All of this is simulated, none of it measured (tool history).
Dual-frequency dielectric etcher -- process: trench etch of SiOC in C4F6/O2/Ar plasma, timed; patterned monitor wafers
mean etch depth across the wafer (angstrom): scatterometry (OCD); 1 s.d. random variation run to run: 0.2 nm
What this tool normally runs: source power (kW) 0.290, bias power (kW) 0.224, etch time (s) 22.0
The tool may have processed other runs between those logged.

run	day	source power (kW)	bias power (kW)	etch time (s)	read-back reference wafer on the same gauge, depth_nm	mean etch depth across the wafer (angstrom)
1	0.000	0.290	0.191	22.0	41.20	359.0
2	0.012	0.290	0.224	18.5	41.36	317.7
3	1.154	0.290	0.194	22.0	41.27	360.5
4	2.650	0.290	0.194	22.0	41.30	361.9
5	3.246	0.290	0.194	22.0	41.37	364.2
6	4.733	0.270	0.224	22.0	41.32	366.9
7	5.542	0.330	0.224	22.0	41.35	397.8
8	6.312	0.290	0.258	22.0	41.24	391.2
9	7.379	0.290	0.258	22.0	41.33	394.2
10	9.667	0.290	0.258	22.0	41.29	394.0
11	10.600	0.290	0.224	22.0	41.29	379.9
12	11.871	0.330	0.269	22.0	41.25	424.7
13	12.425	0.330	0.269	22.0	41.27	425.5
14	13.346	0.260	0.224	22.0	41.28	368.3
# day 13.667: source power generator calibrated
15	14.679	0.290	0.184	22.0	41.23	364.5
# day 17.771: upper electrode replaced
16	18.783	0.290	0.258	22.0	41.29	405.1

Run 17, settings as shown, results not yet in. Your forecast:
# day 19.712: bias power generator calibrated
17	20.233	0.290	0.190	22.0	?	?

{"run 17": {"read-back reference wafer on the same gauge, depth_nm": 41.33, "mean etch depth across the wafer (angstrom)": 373.2}}
Minus the tool's unlogged condition, the same run would have read mean etch depth across the wafer (angstrom) 361.0.
